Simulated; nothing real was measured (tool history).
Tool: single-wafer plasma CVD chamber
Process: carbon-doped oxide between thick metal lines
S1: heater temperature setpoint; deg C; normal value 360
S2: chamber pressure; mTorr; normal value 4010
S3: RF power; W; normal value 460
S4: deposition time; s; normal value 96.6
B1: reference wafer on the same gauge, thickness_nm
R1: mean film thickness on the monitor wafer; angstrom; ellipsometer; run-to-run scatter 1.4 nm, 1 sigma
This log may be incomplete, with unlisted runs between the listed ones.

{"run": 1, "day": 0.0, "S1": 360, "S2": 4010, "S3": 460, "S4": 96.6, "B1": 432.639, "R1": 3705.8}
{"run": 2, "day": 0.65, "S1": 360, "S2": 4010, "S3": 460, "S4": 96.6, "B1": 433.112, "R1": 3716.65}
{"run": 3, "day": 1.183, "S1": 360, "S2": 4010, "S3": 460, "S4": 96.6, "B1": 432.596, "R1": 3702.91}
{"run": 4, "day": 1.825, "S1": 360, "S2": 4010, "S3": 460, "S4": 96.6, "B1": 432.762, "R1": 3669.13}
{"run": 5, "day": 2.096, "S1": 360, "S2": 4010, "S3": 460, "S4": 96.6, "B1": 433.032, "R1": 3671.73}
{"run": 6, "day": 2.392, "S1": 360, "S2": 4010, "S3": 460, "S4": 96.6, "B1": 432.601, "R1": 3706.7}
{"run": 7, "day": 2.783, "S1": 360, "S2": 4010, "S3": 460, "S4": 96.6, "B1": 432.719, "R1": 3688.75}
{"run": 8, "day": 3.417, "S1": 360, "S2": 4010, "S3": 460, "S4": 96.6, "B1": 432.695, "R1": 3706.91}
{"run": 9, "day": 3.833, "S1": 360, "S2": 4010, "S3": 460, "S4": 96.6, "B1": 432.623, "R1": 3654.25}
{"run": 10, "day": 4.367, "S1": 360, "S2": 4010, "S3": 460, "S4": 96.6, "B1": 433.397, "R1": 3665.71}
{"run": 11, "day": 6.6, "S1": 360, "S2": 4010, "S3": 460, "S4": 96.6, "B1": 433.058, "R1": 3939.23}
{"run": 12, "day": 6.712, "S1": 360, "S2": 4010, "S3": 460, "S4": 96.6, "B1": 433.096, "R1": 3958.67}
{"run": 13, "day": 8.233, "S1": 360, "S2": 4010, "S3": 485, "S4": 88.4, "B1": 433.257, "R1": 3751.65}
{"run": 14, "day": 8.958, "S1": 360, "S2": 4010, "S3": 395, "S4": 96.6, "B1": 432.81, "R1": 3488.88}
{"run": 15, "day": 9.217, "S1": 360, "S2": 4010, "S3": 460, "S4": 96.6, "B1": 433.291, "R1": 3972.59}
{"run": 16, "day": 9.658, "S1": 356, "S2": 3340, "S3": 525, "S4": 112, "B1": 433.247, "R1": 4968.56}
{"run": 17, "day": 10.392, "S1": 360, "S2": 4010, "S3": 460, "S4": 96.6, "B1": 433.113, "R1": 3945.74}
{"run": 18, "day": 10.708, "S1": 347, "S2": 4010, "S3": 505, "S4": 109.3, "B1": 432.87, "R1": 4937.32}
{"run": 19, "day": 11.358, "S1": 360, "S2": 4010, "S3": 435, "S4": 96.6, "B1": 433.145, "R1": 3769.48}
{"run": 20, "day": 11.842, "S1": 360, "S2": 4010, "S3": 460, "S4": 86.1, "B1": 433.009, "R1": 3540.96}
{"run": 21, "day": 12.508, "S1": 360, "S2": 3700, "S3": 415, "S4": 96.6, "B1": 433.448, "R1": 3606.22}
{"run": 22, "day": 13.058, "S1": 370, "S2": 3580, "S3": 545, "S4": 82.1, "B1": 432.245, "R1": 3677.68}
{"run": 23, "day": 13.633, "S1": 360, "S2": 4010, "S3": 460, "S4": 96.6, "B1": 432.765, "R1": 3943.44}

Put back what was entered between runs (5 entries, withheld): which listed runs does each sit between, and how does the hidden state differ from the listed run before to the listed run after?
Between runs 10 and 11: RF generator calibrated (day 4.804); capacitance manometer re-zeroed and calibrated (day 6.208); showerhead replaced (day 6.492); thermocouple changed; heater temperature recalibrated (day 6.579)
  delivered RF power above the setpoint (%): -9.41 -> -0.21
  measured value less the no-hidden-state value, R1: -305.02 -> -5.81 angstrom
Between runs 14 and 15: gauge calibrated (day 9.079)
  delivered RF power above the setpoint (%): -0.253 -> -0.259
  measured value less the no-hidden-state value, R1: -7.21 -> -7.26 angstrom

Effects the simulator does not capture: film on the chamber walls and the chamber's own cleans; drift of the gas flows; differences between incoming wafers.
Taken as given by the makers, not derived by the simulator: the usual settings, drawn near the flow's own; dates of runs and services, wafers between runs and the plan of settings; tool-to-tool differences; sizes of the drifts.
